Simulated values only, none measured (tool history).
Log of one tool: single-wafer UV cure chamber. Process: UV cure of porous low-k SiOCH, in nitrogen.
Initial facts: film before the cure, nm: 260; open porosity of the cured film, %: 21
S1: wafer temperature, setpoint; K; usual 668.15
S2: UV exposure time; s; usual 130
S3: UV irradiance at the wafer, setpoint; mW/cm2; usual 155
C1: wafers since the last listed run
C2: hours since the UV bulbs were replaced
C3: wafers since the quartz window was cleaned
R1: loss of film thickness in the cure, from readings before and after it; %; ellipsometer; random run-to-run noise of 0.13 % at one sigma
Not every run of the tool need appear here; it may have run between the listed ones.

run 1 hour=0 | S1=677.15 S2=130 S3=155 | C1=0 C2=680.2 C3=2184 | R1=11.411
run 2 hour=18.8 | S1=668.15 S2=130 S3=155 | C1=117 C2=699 C3=2301 | R1=11.084
run 3 hour=51.9 | S1=668.15 S2=130 S3=155 | C1=206 C2=732.1 C3=2508 | R1=10.81
run 4 hour=81.9 | S1=668.15 S2=130 S3=155 | C1=187 C2=762.1 C3=2695 | R1=11.194
run 5 hour=109.8 | S1=668.15 S2=130 S3=155 | C1=174 C2=790 C3=2869 | R1=11.003
run 6 hour=123.3 | S1=668.15 S2=130 S3=155 | C1=84 C2=803.5 C3=2953 | R1=11.074
run 7 hour=139.6 | S1=668.15 S2=185 S3=155 | C1=101 C2=819.8 C3=3055 | R1=12.507
run 8 hour=163.3 | S1=668.15 S2=185 S3=155 | C1=147 C2=843.5 C3=3203 | R1=12.544
run 9 hour=179.9 | S1=668.15 S2=185 S3=155 | C1=103 C2=860.1 C3=3307 | R1=12.809
run 10 hour=195.7 | S1=668.15 S2=130 S3=146 | C1=98 C2=875.9 C3=3405 | R1=10.58
run 11 hour=214.8 | S1=668.15 S2=130 S3=146 | C1=119 C2=895 C3=3524 | R1=10.54
run 12 hour=250.2 | S1=677.15 S2=55 S3=171 | C1=220 C2=930.4 C3=3745 | R1=7.654
run 13 hour=268.4 | S1=684.15 S2=165 S3=187 | C1=113 C2=948.6 C3=3859 | R1=13.216
run 14 hour=305.8 | S1=658.15 S2=155 S3=155 | C1=233 C2=986 C3=4092 | R1=11.402
-- hour=317.6 quartz window cleaned
run 15 hour=322.4 | S1=676.15 S2=130 S3=155 | C1=53 C2=1002.6 C3=30 | R1=11.983
-- hour=349.1 UV bulbs replaced
run 16 hour=357 | S1=681.15 S2=195 S3=187 | C1=165 C2=7.9 C3=196 | R1=14.895
run 17 hour=374 | S1=668.15 S2=130 S3=155 | C1=106 C2=24.9 C3=302 | R1=11.76
run 18 hour=398 | S1=668.15 S2=130 S3=155 | C1=149 C2=48.9 C3=451 | R1=11.803
run 19 hour=417.7 | S1=659.15 S2=80 S3=173 | C1=122 C2=68.6 C3=574 | R1=9.685
run 20 hour=453.7 | S1=659.15 S2=80 S3=173 | C1=224 C2=104.6 C3=799 | R1=9.787
run 21 hour=471.2 | S1=651.15 S2=200 S3=171 | C1=109 C2=122.1 C3=908 | R1=13.605
run 22 hour=504.3 | S1=653.15 S2=95 S3=155 | C1=206 C2=155.2 C3=1115 | R1=9.684
run 23 hour=524 | S1=668.15 S2=130 S3=155 | C1=122 C2=174.9 C3=1238 | R1=11.507

Predict each of these 4 candidate next runs independently; none follows another, all start after run 23:
run A hour=524.5 | S1=668.15 S2=75 S3=155 | C1=3 C2=175.4 C3=1241 | R1=?
run B hour=524.5 | S1=683.15 S2=130 S3=140 | C1=3 C2=175.4 C3=1241 | R1=?
run C hour=524.5 | S1=674.15 S2=75 S3=124 | C1=3 C2=175.4 C3=1241 | R1=?
run D hour=524.5 | S1=668.15 S2=130 S3=133 | C1=3 C2=175.4 C3=1241 | R1=?

run=A R1=8.913
run=B R1=11.242
run=C R1=8.027
run=D R1=10.731
With the hidden condition removed and each run's random variation left untouched, the same runs would have given:
run=A R1=9.666
run=B R1=12.039
run=C R1=8.763
run=D R1=11.518
